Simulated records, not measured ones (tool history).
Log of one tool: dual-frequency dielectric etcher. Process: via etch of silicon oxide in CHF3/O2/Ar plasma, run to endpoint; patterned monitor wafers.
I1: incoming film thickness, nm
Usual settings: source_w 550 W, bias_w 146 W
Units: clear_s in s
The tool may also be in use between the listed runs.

{"run": 1, "hour": 0.0, "source_w": 550, "bias_w": 146, "I1": 485.7, "clear_s": 267.7}
{"run": 2, "hour": 32.6, "source_w": 550, "bias_w": 146, "I1": 484.6, "clear_s": 272.1}
{"run": 3, "hour": 63.1, "source_w": 550, "bias_w": 146, "I1": 488.8, "clear_s": 272.1}
{"run": 4, "hour": 122.0, "source_w": 650, "bias_w": 146, "I1": 492.2, "clear_s": 261.6}
{"run": 5, "hour": 169.4, "source_w": 650, "bias_w": 146, "I1": 488.9, "clear_s": 259.9}
{"run": 6, "hour": 210.3, "source_w": 650, "bias_w": 146, "I1": 487.6, "clear_s": 256.8}
{"hour": 234.4, "done": "upper electrode replaced"}
{"run": 7, "hour": 235.2, "source_w": 550, "bias_w": 146, "I1": 489.9, "clear_s": 275.7}
{"run": 8, "hour": 261.4, "source_w": 550, "bias_w": 146, "I1": 483.9, "clear_s": 271.6}
{"run": 9, "hour": 288.4, "source_w": 550, "bias_w": 146, "I1": 482.6, "clear_s": 271.8}
{"run": 10, "hour": 331.6, "source_w": 490, "bias_w": 124, "I1": 488.6, "clear_s": 301.4}
{"run": 11, "hour": 363.4, "source_w": 630, "bias_w": 146, "I1": 489.0, "clear_s": 269.8}
{"run": 12, "hour": 398.7, "source_w": 550, "bias_w": 146, "I1": 483.2, "clear_s": 277.6}
{"hour": 442.3, "done": "wet clean of the chamber"}
{"run": 13, "hour": 452.4, "source_w": 490, "bias_w": 169, "I1": 487.6, "clear_s": 241.7}
{"hour": 503.1, "done": "bias power generator calibrated"}
{"run": 14, "hour": 503.8, "source_w": 430, "bias_w": 158, "I1": 486.2, "clear_s": 256.5}
{"hour": 514.2, "done": "source power generator calibrated"}
{"run": 15, "hour": 570.3, "source_w": 550, "bias_w": 146, "I1": 487.3, "clear_s": 254.3}
{"hour": 608.4, "done": "wet clean of the chamber, repeated, since the last time left the tool worse"}
{"run": 16, "hour": 618.3, "source_w": 550, "bias_w": 178, "I1": 489.6, "clear_s": 250.2}
{"run": 17, "hour": 661.9, "source_w": 650, "bias_w": 157, "I1": 486.8, "clear_s": 247.9}
{"run": 18, "hour": 727.7, "source_w": 680, "bias_w": 131, "I1": 487.2, "clear_s": 264.4}

Forecast each of these 5 alternatives for the next run:
{"run": "A", "hour": 728.2, "source_w": 550, "bias_w": 118, "I1": 486.8, "clear_s": "?"}
{"run": "B", "hour": 728.2, "source_w": 630, "bias_w": 115, "I1": 486.8, "clear_s": "?"}
{"run": "C", "hour": 728.2, "source_w": 690, "bias_w": 161, "I1": 486.8, "clear_s": "?"}
{"run": "D", "hour": 728.2, "source_w": 670, "bias_w": 124, "I1": 486.8, "clear_s": "?"}
{"run": "E", "hour": 728.2, "source_w": 550, "bias_w": 167, "I1": 486.8, "clear_s": "?"}

run=A clear_s=287.6
run=B clear_s=279.1
run=C clear_s=240.2
run=D clear_s=266.7
run=E clear_s=252.7
Without the tool's hidden state the same runs would have given:
run=A clear_s=286.8
run=B clear_s=278.3
run=C clear_s=239.5
run=D clear_s=265.9
run=E clear_s=252.0

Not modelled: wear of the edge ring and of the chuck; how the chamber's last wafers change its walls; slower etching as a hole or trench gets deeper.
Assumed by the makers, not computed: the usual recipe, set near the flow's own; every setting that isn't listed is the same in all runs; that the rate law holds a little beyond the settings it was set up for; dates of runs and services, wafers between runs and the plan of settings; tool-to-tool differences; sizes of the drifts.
